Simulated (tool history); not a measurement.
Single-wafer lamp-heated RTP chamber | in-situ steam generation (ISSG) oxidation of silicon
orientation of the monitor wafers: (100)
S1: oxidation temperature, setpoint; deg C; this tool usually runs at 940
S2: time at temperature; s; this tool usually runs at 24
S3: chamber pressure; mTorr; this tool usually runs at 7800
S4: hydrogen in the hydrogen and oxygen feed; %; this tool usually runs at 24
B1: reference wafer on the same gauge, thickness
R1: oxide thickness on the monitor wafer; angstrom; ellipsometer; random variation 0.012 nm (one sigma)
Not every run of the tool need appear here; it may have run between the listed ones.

run,day,S1,S2,S3,S4,B1,R1
1,0,940,24,7800,24,3.981,48.35
# day 7.704: pyrometer window cleaned and pyrometer calibrated
2,8.729,940,24,7800,24,4.001,48.34
3,10.329,940,24,7800,24,3.994,48.49
4,12.942,940,24,7800,24,4,48.3
5,15.85,940,24,7800,24,4.001,48.41
6,18.508,940,24,7800,24,3.995,48.5
7,20.283,940,22,6900,24,4.001,46.67
8,22.921,940,22,6900,24,4.005,46.72
# day 24.221: pressure gauge zeroed
# day 26.358: pyrometer window cleaned and pyrometer calibrated
9,30.854,940,22,6900,24,4.002,46.66
10,37.121,940,24,7800,24,4.012,48.8
# day 37.992: hydrogen flow controller replaced
11,39.25,940,24,7800,24,4.006,48.56
12,40.346,951,24,6900,24,4.01,50.12
13,41.912,951,24,6900,24,4.01,50.18
# day 43.917: pyrometer window cleaned and pyrometer calibrated
14,44.725,951,17,7800,30,4.011,46.34
# day 45.7: gauge calibrated
15,47.096,959,24,7300,30,3.961,53.83
16,49.596,924,24,9000,18,3.961,42.68
17,51.142,931,28,7300,15,3.97,44.77
18,53.229,940,19,7400,20,3.975,42.01
19,54.754,940,24,7800,24,3.976,48.49
20,56.642,923,33,6900,17,3.981,48.33
21,58.792,940,24,7800,24,3.982,48.2
22,61.242,932,24,7800,24,3.985,47.1
23,63.429,940,24,7800,24,3.985,48.37
24,64.979,940,15,7800,24,3.985,40.37
25,66.4,940,20,7800,15,3.99,40.56
# day 67.075: pyrometer window cleaned and pyrometer calibrated
26,67.746,955,24,6900,24,3.99,50.56
27,69.617,940,33,6900,27,3.991,56.86

Predict each of these 5 candidate next runs independently; none follows another, all start after run 27:
A,69.633,948,24,7800,24,?,?
B,69.633,959,33,9100,24,?,?
C,69.633,940,24,7100,29,?,?
D,69.633,940,24,7800,16,?,?
E,69.633,940,24,7800,21,?,?

run,B1,R1
A,3.99,49.56
B,3.99,58.67
C,3.99,50.69
D,3.99,44.16
E,3.99,46.87
The same runs, with their run-to-run variation unchanged, on a tool lacking any hidden condition would have given:
run,R1
A,49.15
B,58.18
C,50.26
D,43.79
E,46.48
